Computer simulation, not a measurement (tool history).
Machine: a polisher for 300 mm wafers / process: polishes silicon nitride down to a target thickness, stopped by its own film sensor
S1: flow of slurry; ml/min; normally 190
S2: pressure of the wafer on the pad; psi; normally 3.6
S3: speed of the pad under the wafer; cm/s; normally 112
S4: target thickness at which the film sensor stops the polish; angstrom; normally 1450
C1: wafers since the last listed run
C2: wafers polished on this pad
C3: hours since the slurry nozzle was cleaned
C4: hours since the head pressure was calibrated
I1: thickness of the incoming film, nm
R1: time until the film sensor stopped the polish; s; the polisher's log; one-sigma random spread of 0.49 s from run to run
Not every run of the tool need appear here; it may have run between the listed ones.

run,hour,S1,S2,S3,S4,C1,C2,C3,C4,I1,R1
1,0,190,3.6,112,1450,0,1057,343.9,549.8,290.9,58.7
# hour 15.9: worn pad replaced by a new one
2,18,190,3.6,112,1450,149,22,361.9,567.8,294.2,60.3
3,47,190,3.2,112,1450,309,331,390.9,596.8,289.7,65.4
4,60.9,190,3.2,112,1450,148,480,404.8,610.7,293.5,68.2
5,91,190,3.2,112,1450,321,801,434.9,640.8,290.3,66.9
6,111.7,190,3.6,112,1450,220,1022,455.6,661.5,289.7,59.5
# hour 122.5: worn pad replaced by a new one
7,127.9,190,3.6,112,1450,130,57,471.8,677.7,290.4,60.3
8,153.8,190,3.6,112,1450,276,334,497.7,703.6,291.7,62
# hour 172.6: slurry nozzle cleaned
9,178.8,150,3.6,112,1070,256,590,6.2,728.6,294.6,77.1
10,209.4,150,3.6,112,1070,326,917,36.8,759.2,290.2,74.8
11,229.8,150,3.6,112,1070,217,1135,57.2,779.6,283.9,72.7
# hour 233.9: worn pad replaced by a new one
12,261.3,190,4.4,98,1450,293,292,88.7,811.1,292.7,53.1
13,274,250,3.6,112,1620,135,428,101.4,823.8,289.9,48.6
14,295.6,190,3.6,112,1450,230,658,123,845.4,291.9,57.5
15,315.4,190,3.6,112,1450,211,870,142.8,865.2,287.2,56.7
16,342.8,190,3.2,112,1450,292,1162,170.2,892.6,285.7,62.1
# hour 353.7: worn pad replaced by a new one
17,373.4,150,3.6,112,1070,283,210,200.8,923.2,292.6,78.1
# hour 378.7: head pressure recalibrated
18,387.3,135,2.4,94,1450,127,337,214.7,8.6,295.3,102.4
19,423.2,165,4.3,84,990,383,720,250.6,44.5,294.1,82.7
20,435.3,190,4.7,128,1450,129,849,262.7,56.6,294.4,43.4
# hour 464.6: worn pad replaced by a new one
21,465.1,190,3.1,146,1870,275,5,292.5,86.4,293.3,40.5
22,500.1,190,3.6,112,1450,373,379,327.5,121.4,286.8,56.7
23,529.4,240,2.3,96,1250,312,692,356.8,150.7,293.1,105.4

Forecast each of these 3 alternatives for the next run:
A,529.9,190,3.6,138,1450,5,697,357.3,151.2,287.1,?
B,529.9,220,4.7,88,1850,5,697,357.3,151.2,287.1,?
C,529.9,170,3.6,150,1450,5,697,357.3,151.2,287.1,?

run,R1
A,50.3
B,37.2
C,48.7
Had the tool no hidden state, the same runs would have come out as:
run,R1
A,47.9
B,35.6
C,46
